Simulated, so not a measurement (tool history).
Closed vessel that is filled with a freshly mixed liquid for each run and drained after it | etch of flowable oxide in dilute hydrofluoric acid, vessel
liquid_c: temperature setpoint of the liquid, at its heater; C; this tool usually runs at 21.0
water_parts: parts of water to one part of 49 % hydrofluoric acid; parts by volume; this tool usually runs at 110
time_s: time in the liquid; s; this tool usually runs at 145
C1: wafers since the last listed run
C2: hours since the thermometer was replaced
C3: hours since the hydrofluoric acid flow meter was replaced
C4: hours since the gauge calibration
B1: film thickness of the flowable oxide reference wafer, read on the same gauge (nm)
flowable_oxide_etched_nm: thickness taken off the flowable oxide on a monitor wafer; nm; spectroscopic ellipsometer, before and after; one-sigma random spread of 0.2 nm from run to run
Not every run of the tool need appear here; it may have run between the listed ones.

{"run": 1, "hour": 0.0, "liquid_c": 21.0, "water_parts": 110, "time_s": 145, "C1": 0, "C2": 80.8, "C3": 674.4, "C4": 113.1, "B1": 50.01, "flowable_oxide_etched_nm": 28.69}
{"run": 2, "hour": 85.4, "liquid_c": 21.0, "water_parts": 110, "time_s": 145, "C1": 6895, "C2": 166.2, "C3": 759.8, "C4": 198.5, "B1": 49.98, "flowable_oxide_etched_nm": 29.13}
{"run": 3, "hour": 133.7, "liquid_c": 21.0, "water_parts": 110, "time_s": 145, "C1": 3900, "C2": 214.5, "C3": 808.1, "C4": 246.8, "B1": 50.01, "flowable_oxide_etched_nm": 29.01}
{"run": 4, "hour": 194.6, "liquid_c": 18.0, "water_parts": 110, "time_s": 145, "C1": 4917, "C2": 275.4, "C3": 869.0, "C4": 307.7, "B1": 49.99, "flowable_oxide_etched_nm": 25.33}
{"run": 5, "hour": 290.5, "liquid_c": 23.5, "water_parts": 110, "time_s": 145, "C1": 7743, "C2": 371.3, "C3": 964.9, "C4": 403.6, "B1": 50.01, "flowable_oxide_etched_nm": 31.74}
{"run": 6, "hour": 355.4, "liquid_c": 21.0, "water_parts": 110, "time_s": 145, "C1": 5240, "C2": 436.2, "C3": 1029.8, "C4": 468.5, "B1": 49.98, "flowable_oxide_etched_nm": 28.74}
{"run": 7, "hour": 400.9, "liquid_c": 21.0, "water_parts": 110, "time_s": 145, "C1": 3674, "C2": 481.7, "C3": 1075.3, "C4": 514.0, "B1": 50.01, "flowable_oxide_etched_nm": 28.5}
{"run": 8, "hour": 453.5, "liquid_c": 21.0, "water_parts": 110, "time_s": 145, "C1": 4247, "C2": 534.3, "C3": 1127.9, "C4": 566.6, "B1": 50.01, "flowable_oxide_etched_nm": 28.72}
{"run": 9, "hour": 498.7, "liquid_c": 25.0, "water_parts": 110, "time_s": 175, "C1": 3649, "C2": 579.5, "C3": 1173.1, "C4": 611.8, "B1": 50.01, "flowable_oxide_etched_nm": 40.48}
{"run": 10, "hour": 548.2, "liquid_c": 19.5, "water_parts": 85, "time_s": 90, "C1": 3997, "C2": 629.0, "C3": 1222.6, "C4": 661.3, "B1": 50.01, "flowable_oxide_etched_nm": 22.28}
{"run": 11, "hour": 648.2, "liquid_c": 25.5, "water_parts": 150, "time_s": 120, "C1": 8074, "C2": 729.0, "C3": 1322.6, "C4": 761.3, "B1": 50.0, "flowable_oxide_etched_nm": 19.77}
{"run": 12, "hour": 744.3, "liquid_c": 17.0, "water_parts": 150, "time_s": 105, "C1": 7759, "C2": 825.1, "C3": 1418.7, "C4": 857.4, "B1": 50.01, "flowable_oxide_etched_nm": 12.51}
{"run": 13, "hour": 831.9, "liquid_c": 18.5, "water_parts": 75, "time_s": 65, "C1": 7073, "C2": 912.7, "C3": 1506.3, "C4": 945.0, "B1": 49.99, "flowable_oxide_etched_nm": 17.52}
{"run": 14, "hour": 922.7, "liquid_c": 21.0, "water_parts": 155, "time_s": 220, "C1": 7331, "C2": 1003.5, "C3": 1597.1, "C4": 1035.8, "B1": 50.01, "flowable_oxide_etched_nm": 29.28}
{"run": 15, "hour": 1022.6, "liquid_c": 21.0, "water_parts": 165, "time_s": 225, "C1": 8066, "C2": 1103.4, "C3": 1697.0, "C4": 1135.7, "B1": 50.02, "flowable_oxide_etched_nm": 27.92}
{"run": 16, "hour": 1074.1, "liquid_c": 17.5, "water_parts": 60, "time_s": 145, "C1": 4158, "C2": 1154.9, "C3": 1748.5, "C4": 1187.2, "B1": 50.0, "flowable_oxide_etched_nm": 47.92}
{"hour": 1138.7, "done": "hydrofluoric acid flow meter replaced"}
{"run": 17, "hour": 1172.5, "liquid_c": 18.0, "water_parts": 150, "time_s": 90, "C1": 7864, "C2": 1253.3, "C3": 33.8, "C4": 1285.6, "B1": 50.01, "flowable_oxide_etched_nm": 11.3}
{"run": 18, "hour": 1218.8, "liquid_c": 19.5, "water_parts": 65, "time_s": 190, "C1": 3738, "C2": 1299.6, "C3": 80.1, "C4": 1331.9, "B1": 49.98, "flowable_oxide_etched_nm": 63.74}
{"run": 19, "hour": 1311.9, "liquid_c": 22.5, "water_parts": 110, "time_s": 145, "C1": 7517, "C2": 1392.7, "C3": 173.2, "C4": 1425.0, "B1": 50.0, "flowable_oxide_etched_nm": 30.88}
{"run": 20, "hour": 1377.8, "liquid_c": 17.0, "water_parts": 55, "time_s": 80, "C1": 5321, "C2": 1458.6, "C3": 239.1, "C4": 1490.9, "B1": 50.01, "flowable_oxide_etched_nm": 28.62}
{"run": 21, "hour": 1450.8, "liquid_c": 23.5, "water_parts": 55, "time_s": 170, "C1": 5894, "C2": 1531.6, "C3": 312.1, "C4": 1563.9, "B1": 49.99, "flowable_oxide_etched_nm": 79.24}
{"run": 22, "hour": 1544.1, "liquid_c": 21.0, "water_parts": 110, "time_s": 200, "C1": 7533, "C2": 1624.9, "C3": 405.4, "C4": 1657.2, "B1": 50.0, "flowable_oxide_etched_nm": 40.06}
{"run": 23, "hour": 1597.6, "liquid_c": 24.5, "water_parts": 110, "time_s": 145, "C1": 4320, "C2": 1678.4, "C3": 458.9, "C4": 1710.7, "B1": 49.99, "flowable_oxide_etched_nm": 32.99}
{"run": 24, "hour": 1702.1, "liquid_c": 17.0, "water_parts": 75, "time_s": 190, "C1": 8438, "C2": 1782.9, "C3": 563.4, "C4": 1815.2, "B1": 50.0, "flowable_oxide_etched_nm": 48.79}
{"run": 25, "hour": 1809.2, "liquid_c": 21.0, "water_parts": 140, "time_s": 200, "C1": 8648, "C2": 1890.0, "C3": 670.5, "C4": 1922.3, "B1": 50.0, "flowable_oxide_etched_nm": 30.11}
{"run": 26, "hour": 1882.0, "liquid_c": 21.0, "water_parts": 110, "time_s": 145, "C1": 5878, "C2": 1962.8, "C3": 743.3, "C4": 1995.1, "B1": 50.02, "flowable_oxide_etched_nm": 29.09}
{"run": 27, "hour": 1932.0, "liquid_c": 26.0, "water_parts": 125, "time_s": 180, "C1": 4037, "C2": 2012.8, "C3": 793.3, "C4": 2045.1, "B1": 50.02, "flowable_oxide_etched_nm": 37.65}
{"run": 28, "hour": 2024.6, "liquid_c": 17.0, "water_parts": 60, "time_s": 225, "C1": 7477, "C2": 2105.4, "C3": 885.9, "C4": 2137.7, "B1": 50.0, "flowable_oxide_etched_nm": 73.28}
{"run": 29, "hour": 2081.1, "liquid_c": 21.0, "water_parts": 110, "time_s": 145, "C1": 4562, "C2": 2161.9, "C3": 942.4, "C4": 2194.2, "B1": 49.99, "flowable_oxide_etched_nm": 28.4}
{"run": 30, "hour": 2152.1, "liquid_c": 21.0, "water_parts": 110, "time_s": 145, "C1": 5733, "C2": 2232.9, "C3": 1013.4, "C4": 2265.2, "B1": 49.98, "flowable_oxide_etched_nm": 28.65}
{"run": 31, "hour": 2225.3, "liquid_c": 21.0, "water_parts": 110, "time_s": 145, "C1": 5910, "C2": 2306.1, "C3": 1086.6, "C4": 2338.4, "B1": 50.0, "flowable_oxide_etched_nm": 28.52}
{"run": 32, "hour": 2322.7, "liquid_c": 26.0, "water_parts": 125, "time_s": 180, "C1": 7864, "C2": 2403.5, "C3": 1184.0, "C4": 2435.8, "B1": 50.01, "flowable_oxide_etched_nm": 37.58}
{"run": 33, "hour": 2389.6, "liquid_c": 21.0, "water_parts": 110, "time_s": 185, "C1": 5402, "C2": 2470.4, "C3": 1250.9, "C4": 2502.7, "B1": 50.02, "flowable_oxide_etched_nm": 36.51}

4 ways to go on from here, each from the tool as it stands after run 33. What would each give?
{"run": "A", "hour": 2390.3, "liquid_c": 21.0, "water_parts": 130, "time_s": 145, "C1": 56, "C2": 2471.1, "C3": 1251.6, "C4": 2503.4, "B1": "?", "flowable_oxide_etched_nm": "?"}
{"run": "B", "hour": 2390.3, "liquid_c": 21.0, "water_parts": 135, "time_s": 145, "C1": 56, "C2": 2471.1, "C3": 1251.6, "C4": 2503.4, "B1": "?", "flowable_oxide_etched_nm": "?"}
{"run": "C", "hour": 2390.3, "liquid_c": 23.0, "water_parts": 110, "time_s": 145, "C1": 56, "C2": 2471.1, "C3": 1251.6, "C4": 2503.4, "B1": "?", "flowable_oxide_etched_nm": "?"}
{"run": "D", "hour": 2390.3, "liquid_c": 17.5, "water_parts": 110, "time_s": 145, "C1": 56, "C2": 2471.1, "C3": 1251.6, "C4": 2503.4, "B1": "?", "flowable_oxide_etched_nm": "?"}

run=A B1=49.98 flowable_oxide_etched_nm=23.57
run=B B1=49.98 flowable_oxide_etched_nm=22.57
run=C B1=49.98 flowable_oxide_etched_nm=30.87
run=D B1=49.98 flowable_oxide_etched_nm=24.68
With no hidden state in the tool, these same runs would have given:
run=A flowable_oxide_etched_nm=24.17
run=B flowable_oxide_etched_nm=23.15
run=C flowable_oxide_etched_nm=31.64
run=D flowable_oxide_etched_nm=25.29

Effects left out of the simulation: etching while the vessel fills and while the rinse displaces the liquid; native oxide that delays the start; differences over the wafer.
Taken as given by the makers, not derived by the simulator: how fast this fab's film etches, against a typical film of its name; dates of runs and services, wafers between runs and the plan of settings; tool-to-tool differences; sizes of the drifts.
